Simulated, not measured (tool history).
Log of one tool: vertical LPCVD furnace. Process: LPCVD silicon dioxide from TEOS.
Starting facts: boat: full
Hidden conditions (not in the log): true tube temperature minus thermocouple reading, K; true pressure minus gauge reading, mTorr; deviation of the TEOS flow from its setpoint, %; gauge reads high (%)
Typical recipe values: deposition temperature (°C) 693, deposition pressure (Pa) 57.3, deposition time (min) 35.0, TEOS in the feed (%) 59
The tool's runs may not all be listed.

| run | hour | deposition temperature (°C) | deposition pressure (Pa) | deposition time (min) | TEOS in the feed (%) | wafers since the last listed run | hours since the last temperature calibration | hours since the pressure gauge was zeroed | hours since the TEOS flow controller was replaced | hours since the gauge calibration | read-back reference wafer on the same gauge, thickness | film thickness on the monitor wafer in the middle of the boat (nm) |
|---|---|---|---|---|---|---|---|---|---|---|---|---|
| 1 | 0.0 | 693 | 57.3 | 35.0 | 59 | 0 | 2226.3 | 2622.2 | 95.1 | 59.0 | 268.09 | 229.63 |
| 2 | 85.9 | 697 | 57.3 | 35.0 | 59 | 1649 | 2312.2 | 2708.1 | 181.0 | 144.9 | 267.92 | 253.54 |
| 3 | 126.7 | 697 | 57.3 | 35.0 | 59 | 783 | 2353.0 | 2748.9 | 221.8 | 185.7 | 268.34 | 252.50 |
| 4 | 210.4 | 697 | 57.3 | 35.0 | 59 | 1607 | 2436.7 | 2832.6 | 305.5 | 269.4 | 267.98 | 254.21 |
| 5 | 268.4 | 693 | 57.3 | 35.0 | 59 | 1113 | 2494.7 | 2890.6 | 363.5 | 327.4 | 268.59 | 231.30 |
| 6 | 325.9 | 693 | 57.3 | 35.0 | 59 | 1104 | 2552.2 | 2948.1 | 421.0 | 384.9 | 267.96 | 230.64 |
| 7 | 392.9 | 693 | 57.3 | 35.0 | 59 | 1286 | 2619.2 | 3015.1 | 488.0 | 451.9 | 268.28 | 231.12 |
| 8 | 451.3 | 693 | 57.3 | 35.0 | 59 | 1121 | 2677.6 | 3073.5 | 546.4 | 510.3 | 267.71 | 230.30 |
| 9 | 544.8 | 693 | 70.7 | 35.0 | 59 | 1795 | 2771.1 | 3167.0 | 639.9 | 603.8 | 268.11 | 255.81 |
| 10 | 637.0 | 693 | 57.3 | 23.0 | 59 | 1770 | 2863.3 | 3259.2 | 732.1 | 696.0 | 267.86 | 150.92 |
| 11 | 682.6 | 688 | 69.3 | 38.5 | 52 | 875 | 2908.9 | 3304.8 | 777.7 | 741.6 | 268.24 | 234.21 |
| 12 | 767.8 | 697 | 52.0 | 39.5 | 63 | 1636 | 2994.1 | 3390.0 | 862.9 | 826.8 | 267.69 | 281.95 |
| 13 | 821.2 | 693 | 57.3 | 28.0 | 59 | 1025 | 3047.5 | 3443.4 | 916.3 | 880.2 | 268.05 | 184.14 |
| 14 | 902.5 | 693 | 61.3 | 21.5 | 59 | 1561 | 3128.8 | 3524.7 | 997.6 | 961.5 | 267.95 | 146.36 |
| 15 | 957.6 | 693 | 57.3 | 35.0 | 59 | 1058 | 3183.9 | 3579.8 | 1052.7 | 1016.6 | 268.31 | 229.73 |
| 16 | 1014.8 | 693 | 57.3 | 35.0 | 59 | 1098 | 3241.1 | 3637.0 | 1109.9 | 1073.8 | 268.17 | 230.68 |
| 17 | 1122.5 | 687 | 57.3 | 35.0 | 59 | 2068 | 3348.8 | 3744.7 | 1217.6 | 1181.5 | 267.68 | 200.58 |
| 18 | 1189.8 | 693 | 57.3 | 35.0 | 59 | 1292 | 3416.1 | 3812.0 | 1284.9 | 1248.8 | 268.26 | 228.22 |
|  | 1224.6 | thermocouples replaced and temperature profile calibrated |
| 19 | 1247.9 | 697 | 69.3 | 35.0 | 59 | 654 | 23.3 | 3870.1 | 1343.0 | 1306.9 | 267.87 | 279.13 |
| 20 | 1304.7 | 689 | 61.3 | 48.0 | 53 | 1090 | 80.1 | 3926.9 | 1399.8 | 1363.7 | 268.33 | 280.89 |
| 21 | 1353.0 | 689 | 57.3 | 35.0 | 59 | 927 | 128.4 | 3975.2 | 1448.1 | 1412.0 | 268.07 | 209.15 |
|  | 1413.2 | pressure gauge zeroed |
| 22 | 1415.9 | 699 | 47.3 | 35.0 | 59 | 747 | 191.3 | 2.7 | 1511.0 | 1474.9 | 268.27 | 246.71 |
| 23 | 1504.2 | 693 | 57.3 | 35.0 | 47 | 1695 | 279.6 | 91.0 | 1599.3 | 1563.2 | 268.28 | 212.30 |
| 24 | 1541.6 | 693 | 57.3 | 35.0 | 59 | 718 | 317.0 | 128.4 | 1636.7 | 1600.6 | 267.65 | 236.04 |
| 25 | 1645.3 | 693 | 57.3 | 35.0 | 59 | 1991 | 420.7 | 232.1 | 1740.4 | 1704.3 | 267.86 | 235.97 |
| 26 | 1710.4 | 693 | 52.0 | 21.5 | 59 | 1250 | 485.8 | 297.2 | 1805.5 | 1769.4 | 267.94 | 137.39 |
| 27 | 1773.7 | 704 | 57.3 | 40.5 | 59 | 1215 | 549.1 | 360.5 | 1868.8 | 1832.7 | 268.25 | 352.33 |
| 28 | 1821.0 | 693 | 57.3 | 35.0 | 49 | 908 | 596.4 | 407.8 | 1916.1 | 1880.0 | 268.21 | 215.28 |
| 29 | 1903.6 | 693 | 67.3 | 23.5 | 59 | 1586 | 679.0 | 490.4 | 1998.7 | 1962.6 | 267.95 | 170.91 |
| 30 | 1994.5 | 689 | 57.3 | 29.0 | 54 | 1745 | 769.9 | 581.3 | 2089.6 | 2053.5 | 267.84 | 169.51 |
| 31 | 2085.2 | 693 | 57.3 | 35.0 | 59 | 1741 | 860.6 | 672.0 | 2180.3 | 2144.2 | 268.04 | 235.11 |

Below are 4 alternative next runs, each starting from the tool's condition after run 31. Predict each:
| A | 2089.7 | 690 | 57.3 | 35.0 | 59 | 86 | 865.1 | 676.5 | 2184.8 | 2148.7 | ? | ? |
| B | 2089.7 | 702 | 52.7 | 35.0 | 59 | 86 | 865.1 | 676.5 | 2184.8 | 2148.7 | ? | ? |
| C | 2089.7 | 682 | 57.3 | 23.5 | 51 | 86 | 865.1 | 676.5 | 2184.8 | 2148.7 | ? | ? |
| D | 2089.7 | 702 | 63.3 | 35.0 | 59 | 86 | 865.1 | 676.5 | 2184.8 | 2148.7 | ? | ? |

| run | read-back reference wafer on the same gauge, thickness | film thickness on the monitor wafer in the middle of the boat (nm) |
|---|---|---|
| A | 268.18 | 219.40 |
| B | 268.18 | 278.34 |
| C | 268.18 | 113.08 |
| D | 268.18 | 305.90 |
Without the tool's unlogged condition, the same runs would have read:
| run | film thickness on the monitor wafer in the middle of the boat (nm) |
|---|---|
| A | 222.04 |
| B | 281.99 |
| C | 114.44 |
| D | 309.23 |
